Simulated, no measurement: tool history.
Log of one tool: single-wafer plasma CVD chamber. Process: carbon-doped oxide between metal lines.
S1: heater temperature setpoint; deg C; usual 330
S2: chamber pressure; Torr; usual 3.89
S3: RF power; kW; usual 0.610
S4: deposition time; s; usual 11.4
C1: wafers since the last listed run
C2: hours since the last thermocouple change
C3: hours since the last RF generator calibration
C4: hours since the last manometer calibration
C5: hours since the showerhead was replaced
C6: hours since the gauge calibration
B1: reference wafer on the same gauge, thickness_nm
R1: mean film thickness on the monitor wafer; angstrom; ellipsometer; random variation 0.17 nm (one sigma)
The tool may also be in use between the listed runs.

run,hour,S1,S2,S3,S4,C1,C2,C3,C4,C5,C6,B1,R1
1,0.0,330,3.89,0.610,11.4,0,2065.7,906.4,1566.4,3189.0,311.3,56.900,661.60
2,8.6,330,3.89,0.610,11.4,213,2074.3,915.0,1575.0,3197.6,319.9,56.831,663.35
3,25.9,330,3.89,0.610,11.4,429,2091.6,932.3,1592.3,3214.9,337.2,56.789,662.56
4,43.5,330,3.89,0.610,11.4,437,2109.2,949.9,1609.9,3232.5,354.8,56.846,658.24
5,49.6,330,3.89,0.610,12.7,151,2115.3,956.0,1616.0,3238.6,360.9,56.741,733.54
6,63.8,330,3.89,0.610,11.4,352,2129.5,970.2,1630.2,3252.8,375.1,56.832,656.08
7,70.3,330,3.89,0.610,11.4,161,2136.0,976.7,1636.7,3259.3,381.6,56.791,658.67
8,84.6,330,3.89,0.610,11.4,355,2150.3,991.0,1651.0,3273.6,395.9,56.833,659.48
9,91.5,330,4.29,0.610,11.4,171,2157.2,997.9,1657.9,3280.5,402.8,56.821,668.34
10,99.5,330,3.89,0.705,11.9,198,2165.2,1005.9,1665.9,3288.5,410.8,56.822,740.37
11,108.3,330,3.89,0.705,11.9,218,2174.0,1014.7,1674.7,3297.3,419.6,56.831,736.06
12,121.9,330,3.89,0.705,11.9,337,2187.6,1028.3,1688.3,3310.9,433.2,56.753,738.42
13,136.1,334,3.89,0.610,11.4,352,2201.8,1042.5,1702.5,3325.1,447.4,56.865,648.15
# hour 145.5: showerhead replaced
# hour 159.1: gauge calibrated
14,169.0,334,3.89,0.610,11.4,618,2234.7,1075.4,1735.4,23.5,9.9,56.867,649.59
# hour 181.2: capacitance manometer re-zeroed and calibrated
15,181.7,330,4.65,0.650,12.9,116,2247.4,1088.1,0.5,36.2,22.6,56.823,783.96
16,191.9,342,4.37,0.610,11.4,253,2257.6,1098.3,10.7,46.4,32.8,56.723,639.63
17,204.5,325,3.20,0.610,11.4,312,2270.2,1110.9,23.3,59.0,45.4,56.781,644.78

Run 18 comes next. What will it give?
18,216.0,330,3.89,0.610,12.7,285,2281.7,1122.4,34.8,70.5,56.9,?,?

{"run 18": {"B1": 56.747, "R1": 724.56}}
Without the tool's hidden state the same run would have given R1 759.88 angstrom.
